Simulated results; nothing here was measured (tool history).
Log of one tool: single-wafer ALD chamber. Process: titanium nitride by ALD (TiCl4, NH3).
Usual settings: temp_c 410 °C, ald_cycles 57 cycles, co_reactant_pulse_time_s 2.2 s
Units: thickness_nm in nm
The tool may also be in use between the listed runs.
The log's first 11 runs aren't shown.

| run | hour | temp_c | ald_cycles | co_reactant_pulse_time_s | read-back reference wafer on the same gauge, thickness_nm | thickness_nm |
|---|---|---|---|---|---|---|
|  | 541.9 | thermocouple changed; heater temperature recalibrated |
| 12 | 547.3 | 410 | 57 | 2.2 | 1.07 | 1.242 |
| 13 | 589.6 | 410 | 57 | 2.2 | 1.071 | 1.244 |
| 14 | 654.4 | 410 | 57 | 2.2 | 1.071 | 1.238 |
| 15 | 699.9 | 410 | 57 | 2.2 | 1.07 | 1.248 |
| 16 | 733 | 410 | 65 | 2.2 | 1.07 | 1.422 |
| 17 | 804.7 | 410 | 65 | 2.2 | 1.07 | 1.421 |
| 18 | 869.1 | 410 | 62 | 2.2 | 1.07 | 1.353 |
| 19 | 919.5 | 410 | 57 | 2.2 | 1.071 | 1.244 |
| 20 | 950.4 | 410 | 57 | 2.63 | 1.07 | 1.247 |
| 21 | 1018.3 | 416 | 49 | 1.56 | 1.069 | 1.07 |
| 22 | 1067.6 | 410 | 57 | 2.2 | 1.07 | 1.241 |
| 23 | 1103.4 | 403 | 63 | 1.37 | 1.069 | 1.359 |
| 24 | 1158.1 | 424 | 63 | 2.57 | 1.07 | 1.386 |
|  | 1182 | gauge calibrated |
| 25 | 1214.9 | 410 | 57 | 2.2 | 1.069 | 1.241 |
| 26 | 1277.4 | 410 | 57 | 2.2 | 1.069 | 1.244 |
| 27 | 1323.2 | 415 | 67 | 1.45 | 1.07 | 1.459 |
|  | 1353.6 | showerhead replaced |
| 28 | 1381.4 | 410 | 57 | 2.2 | 1.07 | 1.242 |
| 29 | 1440.9 | 410 | 57 | 2.78 | 1.07 | 1.245 |
| 30 | 1470.1 | 410 | 57 | 2.2 | 1.071 | 1.246 |
| 31 | 1500.8 | 418 | 57 | 2.55 | 1.07 | 1.255 |
| 32 | 1554.3 | 402 | 61 | 2.8 | 1.07 | 1.335 |
| 33 | 1584.5 | 410 | 57 | 2.2 | 1.07 | 1.244 |
| 34 | 1647.8 | 416 | 49 | 1.36 | 1.069 | 1.061 |
| 35 | 1702.4 | 410 | 57 | 2.44 | 1.07 | 1.247 |

3 ways to go on from here, each from the tool as it stands after run 35. What would each give?
| A | 1702.9 | 416 | 57 | 2.2 | ? | ? |
| B | 1702.9 | 421 | 50 | 2.2 | ? | ? |
| C | 1702.9 | 398 | 57 | 2.2 | ? | ? |

| run | read-back reference wafer on the same gauge, thickness_nm | thickness_nm |
|---|---|---|
| A | 1.071 | 1.248 |
| B | 1.071 | 1.097 |
| C | 1.071 | 1.24 |
Without the tool's hidden state the same runs would have given:
| run | thickness_nm |
|---|---|
| A | 1.248 |
| B | 1.097 |
| C | 1.24 |
